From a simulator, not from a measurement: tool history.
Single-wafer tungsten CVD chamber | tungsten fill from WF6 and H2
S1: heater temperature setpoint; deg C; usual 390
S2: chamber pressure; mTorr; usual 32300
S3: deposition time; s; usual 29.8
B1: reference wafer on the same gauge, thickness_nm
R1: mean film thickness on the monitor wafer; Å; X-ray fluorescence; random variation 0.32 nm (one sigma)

run 1 hour=0 | S1=390 S2=32300 S3=31.1 | B1=75.882 | R1=727.46
-- hour=31.5 thermocouple changed; heater temperature recalibrated
run 2 hour=35.5 | S1=399 S2=32300 S3=29.8 | B1=75.853 | R1=871.99
run 3 hour=53.8 | S1=399 S2=32300 S3=29.8 | B1=75.925 | R1=868.47
run 4 hour=85.1 | S1=390 S2=32300 S3=29.8 | B1=75.962 | R1=717.28
run 5 hour=110.2 | S1=390 S2=32300 S3=29.8 | B1=75.8 | R1=719.95
run 6 hour=131.8 | S1=390 S2=32300 S3=29.8 | B1=75.937 | R1=718.03
run 7 hour=149.3 | S1=390 S2=32300 S3=29.8 | B1=75.929 | R1=713.39
run 8 hour=161.5 | S1=390 S2=32300 S3=29.8 | B1=76.111 | R1=718.73
-- hour=185 capacitance manometer re-zeroed and calibrated
run 9 hour=192.9 | S1=390 S2=32300 S3=29.8 | B1=75.789 | R1=734.81
run 10 hour=217.6 | S1=390 S2=26600 S3=29.8 | B1=75.961 | R1=685.68
run 11 hour=252.8 | S1=390 S2=32300 S3=31.1 | B1=76.041 | R1=759.54
run 12 hour=272.2 | S1=398 S2=35200 S3=28.2 | B1=75.823 | R1=842.75
-- hour=297.3 showerhead replaced
run 13 hour=305.8 | S1=390 S2=36400 S3=33.1 | B1=75.922 | R1=837.04
-- hour=317.1 gauge calibrated
run 14 hour=318.1 | S1=397 S2=32300 S3=29.8 | B1=75.992 | R1=839.05
run 15 hour=335.5 | S1=390 S2=32300 S3=29.8 | B1=75.991 | R1=725.55
run 16 hour=348.9 | S1=397 S2=32300 S3=26.9 | B1=75.851 | R1=759.65
run 17 hour=365.3 | S1=375 S2=32300 S3=35.1 | B1=75.839 | R1=608.89
run 18 hour=388.2 | S1=401 S2=32300 S3=29.8 | B1=75.894 | R1=915.11
run 19 hour=402.1 | S1=404 S2=32300 S3=29.8 | B1=76.008 | R1=965.18
run 20 hour=421.8 | S1=397 S2=27400 S3=24.5 | B1=75.789 | R1=655.73
run 21 hour=434.6 | S1=404 S2=32300 S3=34.8 | B1=75.84 | R1=1125.23
run 22 hour=460.3 | S1=390 S2=32300 S3=29.8 | B1=76.047 | R1=724.14
run 23 hour=487.1 | S1=398 S2=35100 S3=29.8 | B1=75.922 | R1=883.4
run 24 hour=571.4 | S1=390 S2=32300 S3=29.8 | B1=75.971 | R1=717.71
run 25 hour=586.9 | S1=390 S2=39700 S3=29.8 | B1=75.911 | R1=768.92
run 26 hour=606.6 | S1=390 S2=32300 S3=29.8 | B1=75.804 | R1=717.4
run 27 hour=637.9 | S1=390 S2=39700 S3=29.8 | B1=75.852 | R1=764.37
run 28 hour=663.3 | S1=390 S2=32300 S3=28.1 | B1=75.776 | R1=670.72
run 29 hour=678.7 | S1=390 S2=32300 S3=29.8 | B1=75.901 | R1=708.14
run 30 hour=699 | S1=400 S2=26600 S3=25.5 | B1=75.854 | R1=707.55
run 31 hour=715.6 | S1=390 S2=36400 S3=29.8 | B1=75.944 | R1=739.95
run 32 hour=732.2 | S1=384 S2=32300 S3=29.8 | B1=75.951 | R1=626.24
run 33 hour=765.7 | S1=397 S2=32300 S3=35.6 | B1=75.831 | R1=984.13

The tool's hidden state at each run:
gauge reads high (%): 0 in every run
H1: wafer temperature above the value expected at the setpoint (K)
H2: true pressure above the setpoint (%)
run=1 H1=-1.78 H2=-5.03
run=2 H1=-0.327 H2=-5.27
run=3 H1=-0.35 H2=-5.39
run=4 H1=-0.39 H2=-5.6
run=5 H1=-0.422 H2=-5.76
run=6 H1=-0.45 H2=-5.9
run=7 H1=-0.472 H2=-6.02
run=8 H1=-0.488 H2=-6.1
run=9 H1=-0.528 H2=0.48
run=10 H1=-0.559 H2=0.316
run=11 H1=-0.604 H2=0.0829
run=12 H1=-0.629 H2=-0.0457
run=13 H1=-0.672 H2=-0.268
run=14 H1=-0.688 H2=-0.35
run=15 H1=-0.71 H2=-0.465
run=16 H1=-0.727 H2=-0.554
run=17 H1=-0.748 H2=-0.663
run=18 H1=-0.777 H2=-0.815
run=19 H1=-0.795 H2=-0.907
run=20 H1=-0.82 H2=-1.04
run=21 H1=-0.836 H2=-1.12
run=22 H1=-0.869 H2=-1.29
run=23 H1=-0.903 H2=-1.47
run=24 H1=-1.01 H2=-2.03
run=25 H1=-1.03 H2=-2.13
run=26 H1=-1.06 H2=-2.26
run=27 H1=-1.1 H2=-2.47
run=28 H1=-1.13 H2=-2.64
run=29 H1=-1.15 H2=-2.74
run=30 H1=-1.17 H2=-2.87
run=31 H1=-1.2 H2=-2.98
run=32 H1=-1.22 H2=-3.09
run=33 H1=-1.26 H2=-3.32
